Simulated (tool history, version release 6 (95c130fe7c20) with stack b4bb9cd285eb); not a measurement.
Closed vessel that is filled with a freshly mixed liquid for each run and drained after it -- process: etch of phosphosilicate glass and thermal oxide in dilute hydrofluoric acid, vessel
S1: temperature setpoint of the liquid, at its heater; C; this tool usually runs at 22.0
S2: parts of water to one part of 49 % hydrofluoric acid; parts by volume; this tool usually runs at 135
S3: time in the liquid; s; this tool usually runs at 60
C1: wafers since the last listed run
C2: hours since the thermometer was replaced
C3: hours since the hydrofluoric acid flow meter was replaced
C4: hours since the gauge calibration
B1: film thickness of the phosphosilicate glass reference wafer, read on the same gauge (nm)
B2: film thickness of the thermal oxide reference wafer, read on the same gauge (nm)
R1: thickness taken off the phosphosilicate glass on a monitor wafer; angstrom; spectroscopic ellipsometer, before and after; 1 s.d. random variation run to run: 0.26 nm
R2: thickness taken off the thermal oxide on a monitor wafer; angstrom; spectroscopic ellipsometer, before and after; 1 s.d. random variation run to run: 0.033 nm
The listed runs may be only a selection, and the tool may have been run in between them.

run    hour    S1   S2  S3     C1      C2      C3      C4     B1      B2     R1     R2
  1     0.0  24.0   85  60      0  1798.2   520.2  1178.2  30.03  30.009  527.3  36.07
       55.8  -- gauge calibrated
  2   197.2  24.0   85  60  25827  1995.4   717.4   141.4  29.96  29.968  533.7  36.34
  3   237.4  18.5  165  60   5265  2035.6   757.6   181.6  29.97  30.008  200.3  13.72
  4   320.8  18.5  165  60  10922  2119.0   841.0   265.0  30.01  30.015  208.2  14.34
  5   409.3  18.5  165  60  11590  2207.5   929.5   353.5  30.04  30.033  205.4  14.39
  6   493.0  22.0  185  60  10962  2291.2  1013.2   437.2  29.99  29.986  208.6  14.60
      494.9  -- thermometer replaced
      501.6  -- hydrofluoric acid flow meter replaced
  7   575.2  19.5  135  60  10503    80.3    73.6   519.4  30.01  30.007  243.1  16.24
  8   641.7  19.5  135  60   8709   146.8   140.1   585.9  29.98  29.986  245.2  16.47
  9   707.3  18.5  135  60   8591   212.4   205.7   651.5  29.96  30.030  238.8  16.04
 10   756.2  22.0  155  60   6404   261.3   254.6   700.4  29.99  30.003  234.5  16.51
 11   859.3  22.0  135  30  13503   364.4   357.7   803.5  29.99  30.019  137.2   9.24
 12   922.4  22.0  135  60   8264   427.5   420.8   866.6  29.99  29.990  276.4  18.49
 13   973.7  22.0  135  85   6718   478.8   472.1   917.9  29.99  30.005  389.8  26.60
     1059.0  -- gauge calibrated
 14  1079.8  18.5  155  80  13895   584.9   578.2    20.8  30.02  30.007  276.4  18.83
 15  1131.2  22.0  135  60   6731   636.3   629.6    72.2  30.00  29.976  280.0  19.52
 16  1206.3  20.5  105  60   9835   711.4   704.7   147.3  29.99  29.954  356.7  24.36
 17  1333.3  22.0  110  35  16633   838.4   831.7   274.3  30.01  29.993  215.1  13.93
 18  1384.3  22.0  195  70   6679   889.4   882.7   325.3  30.02  29.982  223.3  14.66

Each row is a separate what-if for the run after 18, all from the same tool condition, not one after another. Results?
  A  1385.0  22.0  135  60  91  890.1  883.4  326.0   ?   ?   ?   ?
  B  1385.0  24.0  115  75  91  890.1  883.4  326.0   ?   ?   ?   ?
  C  1385.0  22.0  105  60  91  890.1  883.4  326.0   ?   ?   ?   ?
  D  1385.0  22.0  165  90  91  890.1  883.4  326.0   ?   ?   ?   ?
  E  1385.0  18.5   85  30  91  890.1  883.4  326.0   ?   ?   ?   ?

run     B1      B2     R1     R2
  A  30.02  30.003  292.9  20.15
  B  30.02  30.003  475.3  32.69
  C  30.02  30.003  388.7  26.73
  D  30.02  30.003  348.7  23.99
  E  30.02  30.003  212.2  14.59
What these runs would have given with no unlogged condition in the tool:
run     R1     R2
  A  264.1  18.17
  B  429.1  29.51
  C  351.4  24.17
  D  313.7  21.58
  E  192.2  13.22
